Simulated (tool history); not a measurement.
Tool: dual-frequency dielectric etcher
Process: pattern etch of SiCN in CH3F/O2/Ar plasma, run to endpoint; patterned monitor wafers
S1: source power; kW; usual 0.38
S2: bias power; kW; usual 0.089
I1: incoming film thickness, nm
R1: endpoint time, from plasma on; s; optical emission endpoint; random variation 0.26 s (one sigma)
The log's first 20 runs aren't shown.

run      day    S1     S2     I1    R1
 21   80.158  0.45  0.069  11.59  30.7
 22   83.608  0.32  0.089  11.65    32
 23   87.829  0.38  0.089  11.48    29
 24   90.654  0.29    0.1  11.49  30.8
 25   94.425  0.41  0.074  11.45  31.4
 26   96.333  0.38  0.089  11.53  29.8
 27   99.083  0.38  0.089   11.5    30
 28  101.175  0.31   0.11  11.38  28.7
     102.558  -- wet clean of the chamber
 29  103.738  0.29  0.079   11.5  34.3
 30  106.146  0.47   0.11  11.66  24.3
 31  107.988  0.31    0.1  11.45  29.8
 32  111.758  0.38  0.072  11.54  33.1
 33  116.025  0.38  0.089  11.47  29.7
 34  119.425  0.34   0.11  11.59  27.6

5 ways to go on from here, each from the tool as it stands after run 34. What would each give?
  A  119.442  0.47  0.089  11.44   ?
  B  119.442  0.28   0.08  11.44   ?
  C  119.442  0.43  0.104  11.44   ?
  D  119.442  0.29  0.105  11.44   ?
  E  119.442   0.3  0.081  11.44   ?

run    R1
  A    27
  B  35.1
  C  25.8
  D    30
  E  33.9
Without the tool's hidden state the same runs would have given:
run    R1
  A    26
  B  33.8
  C  24.9
  D    29
  E  32.7

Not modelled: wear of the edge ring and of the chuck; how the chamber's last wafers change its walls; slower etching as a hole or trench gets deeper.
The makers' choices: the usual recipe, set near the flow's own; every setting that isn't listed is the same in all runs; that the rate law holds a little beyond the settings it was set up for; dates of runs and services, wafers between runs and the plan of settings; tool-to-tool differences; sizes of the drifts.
